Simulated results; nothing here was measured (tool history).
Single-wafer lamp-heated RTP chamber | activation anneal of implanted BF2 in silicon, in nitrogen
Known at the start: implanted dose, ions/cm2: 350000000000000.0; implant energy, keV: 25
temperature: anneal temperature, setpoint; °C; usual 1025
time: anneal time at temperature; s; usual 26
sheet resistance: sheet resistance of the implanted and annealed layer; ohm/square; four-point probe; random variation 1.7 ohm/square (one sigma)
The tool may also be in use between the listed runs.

run,hour,temperature,time,"read-back reference wafer on the same gauge, sheet resistance",sheet resistance
1,0.0,1025,26,371.41,347.45
2,100.2,1025,26,370.50,344.76
3,193.9,1025,26,369.03,342.41
4,277.9,1033,26,368.43,344.51
5,321.0,1033,26,368.03,343.08
6,433.2,1033,26,366.72,343.10
7,687.7,1025,26,364.34,338.22
8,740.9,1025,26,363.50,341.97
9,790.3,1025,26,363.20,339.61
10,833.2,1025,26,363.05,339.61
11,926.2,1025,26,361.98,338.84
12,991.6,1025,26,361.00,336.66
13,1047.7,1025,26,360.48,335.71
14,1096.2,1025,26,360.18,334.43
15,1159.5,1025,26,359.57,333.48
16,1198.3,1025,26,358.96,333.32
17,1243.6,1053,34,358.48,330.35
18,1308.6,1025,26,357.77,330.47
19,1407.4,1033,26,374.85,350.98
20,1503.3,1041,35,374.35,345.11
21,1574.2,1034,26,373.43,346.94
22,1628.2,1037,13,372.69,351.92
23,1712.1,1025,20,372.15,345.94
24,1751.6,1025,41,371.74,343.06
25,1799.4,1038,40,371.42,342.56
26,1882.6,1039,30,370.36,343.64
27,1956.5,1002,15,369.56,348.27
28,1995.0,999,15,369.00,350.31
29,2059.3,1025,26,368.41,345.14
30,2130.3,1001,12,367.58,348.75
31,2183.4,1017,32,367.20,342.37
32,2286.7,1051,15,365.62,345.08

Taken out of this log: 11 entries between the listed runs. Where each belongs, and how the hidden state differs across it:
Between runs 5 and 6: pyrometer window cleaned and pyrometer calibrated (hour 370.9); reflector plate cleaned (hour 432.7)
  gauge reads high (%): -2.63 -> -2.94
  measured less the result without the state, sheet resistance: -9.27 -> -10.40 ohm/square
Between runs 10 and 11: pyrometer window cleaned and pyrometer calibrated (hour 866.8); reflector plate cleaned (hour 892.8)
  gauge reads high (%): -4.04 -> -4.29
  measured less the result without the state, sheet resistance: -14.30 -> -15.21 ohm/square
Between runs 18 and 19: pyrometer window cleaned and pyrometer calibrated (hour 1320.3); reflector plate cleaned (hour 1370.3); gauge calibrated (hour 1386.4)
  gauge reads high (%): -5.35 -> -0.737
  measured less the result without the state, sheet resistance: -18.67 -> -2.60 ohm/square
Between runs 24 and 25: pyrometer window cleaned and pyrometer calibrated (hour 1785.8)
  gauge reads high (%): -1.68 -> -1.81
  measured less the result without the state, sheet resistance: -5.87 -> -6.32 ohm/square
Between runs 25 and 26: reflector plate cleaned (hour 1840.7)
  gauge reads high (%): -1.81 -> -2.04
  measured less the result without the state, sheet resistance: -6.32 -> -7.16 ohm/square
Between runs 31 and 32: reflector plate cleaned (hour 2282.8); pyrometer window cleaned and pyrometer calibrated (hour 2285.2)
  gauge reads high (%): -2.87 -> -3.15
  measured less the result without the state, sheet resistance: -10.11 -> -11.23 ohm/square
